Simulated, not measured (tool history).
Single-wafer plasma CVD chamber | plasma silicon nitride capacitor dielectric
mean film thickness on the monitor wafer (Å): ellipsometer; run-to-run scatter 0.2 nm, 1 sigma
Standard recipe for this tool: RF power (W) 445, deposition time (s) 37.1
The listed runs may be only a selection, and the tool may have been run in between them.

run   hour  RF power (W)  deposition time (s)  wafers since the last listed run  hours since the last RF generator calibration  hours since the showerhead was replaced  hours since the gauge calibration  read-back reference wafer on the same gauge, thickness_nm  mean film thickness on the monitor wafer (Å)
  1      0           375                 32.3                                 0                                         1133.5                                   2007.1                              507.3                                                     61.772                                        423.79
  2   56.8           375                 32.3                              1121                                         1190.3                                   2063.9                              564.1                                                     61.822                                        423.07
  3  123.1           375                 32.3                              1309                                         1256.6                                   2130.2                              630.4                                                     61.696                                        420.82
  4  170.6           445                 37.1                               938                                         1304.1                                   2177.7                              677.9                                                     61.805                                        509.56
  5  209.6           445                 37.1                               770                                         1343.1                                   2216.7                              716.9                                                     61.821                                        508.65
  6  249.8           385                 37.1                               793                                         1383.3                                   2256.9                              757.1                                                     61.589                                        487.74
  7  295.5           385                 37.1                               902                                           1429                                   2302.6                              802.8                                                     61.767                                        489.51
  8    333           385                 37.1                               740                                         1466.5                                   2340.1                              840.3                                                     61.724                                        485.77
  9  413.7           445                 37.1                              1593                                         1547.2                                   2420.8                                921                                                     61.695                                        508.73
 10  492.3           445                 37.1                              1552                                         1625.8                                   2499.4                              999.6                                                     61.794                                        507.71
 11  570.9           445                 37.1                              1552                                         1704.4                                     2578                             1078.2                                                      61.66                                        504.31
     570.9  -- gauge calibrated
 12  660.2           355                 37.1                              1763                                         1793.7                                   2667.3                               89.3                                                     61.646                                        476.39
 13  712.8           365                 37.1                              1038                                         1846.3                                   2719.9                              141.9                                                     61.739                                        482.77
     780.7  -- RF generator calibrated
     840.6  -- showerhead replaced
 14  883.6           445                 37.1                              3057                                          102.9                                       43                              312.7                                                     61.778                                         522.2
 15    951           445                 37.1                              1331                                          170.3                                    110.4                              380.1                                                     61.605                                        521.61

Run 16 comes next. What will it give?
 16  991.7           370                 32.9                               803                                            211                                    151.1                              420.8                                                          ?                                             ?

Logged for run 16: read-back reference wafer on the same gauge, thickness_nm 61.772, mean film thickness on the monitor wafer (Å) 433.3.
On a tool with no hidden condition, and with the same random variation, this run would have come out at mean film thickness on the monitor wafer (Å) 436.65.

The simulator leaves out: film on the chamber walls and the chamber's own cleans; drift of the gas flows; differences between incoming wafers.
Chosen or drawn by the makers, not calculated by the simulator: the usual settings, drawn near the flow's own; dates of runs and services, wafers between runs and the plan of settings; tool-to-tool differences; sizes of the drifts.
